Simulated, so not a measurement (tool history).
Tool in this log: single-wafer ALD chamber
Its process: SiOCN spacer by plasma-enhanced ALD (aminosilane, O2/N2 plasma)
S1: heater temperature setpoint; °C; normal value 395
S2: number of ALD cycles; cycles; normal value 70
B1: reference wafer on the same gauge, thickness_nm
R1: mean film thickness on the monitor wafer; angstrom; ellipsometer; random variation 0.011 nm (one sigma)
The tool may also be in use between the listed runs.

run    hour   S1  S2     B1     R1
  1     0.0  395  70  4.806  44.23
  2    58.4  395  70  4.804  44.00
  3    90.4  390  63  4.805  39.66
  4   160.7  390  63  4.806  39.75
  5   209.6  395  70  4.799  44.17
  6   241.0  395  70  4.798  44.10
  7   270.5  395  70  4.803  44.12
  8   309.1  395  59  4.798  37.15
  9   345.4  395  59  4.796  37.18
 10   398.0  395  59  4.792  37.15
 11   425.3  395  61  4.797  38.32
 12   486.3  395  70  4.792  43.90
 13   550.6  395  70  4.789  44.08
      660.9  -- thermocouple changed; heater temperature recalibrated
 14   691.9  395  70  4.786  43.91
 15   717.3  395  70  4.788  44.14
 16   787.4  395  57  4.776  35.83
 17   847.0  385  78  4.767  48.75
 18   877.7  409  78  4.767  47.79
 19   931.6  395  70  4.770  43.82
 20   960.5  395  79  4.770  49.45
 21   993.2  381  64  4.761  39.96
 22  1033.7  406  79  4.763  48.70
 23  1105.0  395  74  4.757  46.31
     1135.3  -- gauge calibrated
 24  1269.6  404  75  4.804  46.80
 25  1337.0  395  70  4.799  44.01
 26  1370.9  395  70  4.802  44.09
 27  1422.5  381  65  4.799  41.04
 28  1478.3  395  70  4.797  44.05

Pick out some run-to-run changes in R1. Of each, how much would a tool without hidden state show as well, from the settings, what came in and chance, and how much is left for the hidden state and any gauge scatter not in both results compared?
The tool's hidden condition here consists of: wafer temperature above the value expected at the setpoint (K); gauge reads high (%).
Run 16 -> 17: S1 395 -> 385, S2 57 -> 78. R1 +12.92 angstrom: hidden state -0.10, all else +13.02.
Run 20 -> 21: S1 395 -> 381, S2 79 -> 64. R1 -9.49 angstrom: hidden state +0.04, all else -9.53.
Run 23 -> 24: S1 395 -> 404, S2 74 -> 75, gauge calibrated. R1 +0.49 angstrom: hidden state +0.45, all else +0.04.
